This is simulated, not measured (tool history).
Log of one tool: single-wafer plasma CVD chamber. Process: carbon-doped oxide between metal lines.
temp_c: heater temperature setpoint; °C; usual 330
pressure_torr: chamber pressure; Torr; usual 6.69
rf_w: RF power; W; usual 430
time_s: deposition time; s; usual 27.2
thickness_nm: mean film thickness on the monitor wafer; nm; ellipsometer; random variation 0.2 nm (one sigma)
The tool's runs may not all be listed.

run   hour  temp_c  pressure_torr  rf_w  time_s  read-back reference wafer on the same gauge, thickness_nm  thickness_nm
  1    0.0     330           6.69   430    27.2                                                    117.007       126.665
  2   99.0     330           6.69   430    27.2                                                    117.037       126.606
  3  113.1     330           6.69   430    27.2                                                    116.982       126.435
  4  139.3     321           6.69   430    27.2                                                    116.991       130.660
     168.8  -- RF generator calibrated
  5  169.3     321           6.69   430    27.2                                                    116.985       134.495
  6  176.2     321           6.69   430    27.2                                                    117.022       134.525
  7  200.5     330           6.69   375    27.2                                                    116.988       120.424
  8  215.5     330           6.69   375    27.2                                                    116.923       120.506
     225.9  -- showerhead replaced
     239.0  -- gauge calibrated
  9  242.7     330           8.21   430    27.2                                                    116.967       131.094
 10  272.5     321           6.69   430    23.2                                                    117.033       114.562
     310.3  -- thermocouple changed; heater temperature recalibrated
 11  310.8     321           6.69   430    27.2                                                    116.996       133.395
     324.7  -- capacitance manometer re-zeroed and calibrated
 12  328.7     330           6.69   470    25.3                                                    117.030       127.719
 13  396.3     330           8.02   355    25.2                                                    117.053       107.399
 14  429.4     330           6.69   430    27.2                                                    117.011       128.680
 15  460.0     340           7.95   365    23.6                                                    117.022        99.398
 16  473.2     330           6.69   430    27.2                                                    117.004       128.605

Measured less the same run without the tool's hidden state. The same run-to-run variation is in both; the gauge's scatter may not be:
The hidden state here: wafer temperature above the value expected at the setpoint (K); delivered RF power above the setpoint (%); true pressure above the setpoint (%); gauge reads high (%).
run  thickness_nm
  1        -4.694
  2        -4.763
  3        -4.766
  4        -4.942
  5        -0.455
  6        -0.520
  7        -0.680
  8        -0.804
  9        -1.073
 10        -1.139
 11        -1.610
 12        -1.440
 13        -1.815
 14        -2.276
 15        -1.957
 16        -2.501

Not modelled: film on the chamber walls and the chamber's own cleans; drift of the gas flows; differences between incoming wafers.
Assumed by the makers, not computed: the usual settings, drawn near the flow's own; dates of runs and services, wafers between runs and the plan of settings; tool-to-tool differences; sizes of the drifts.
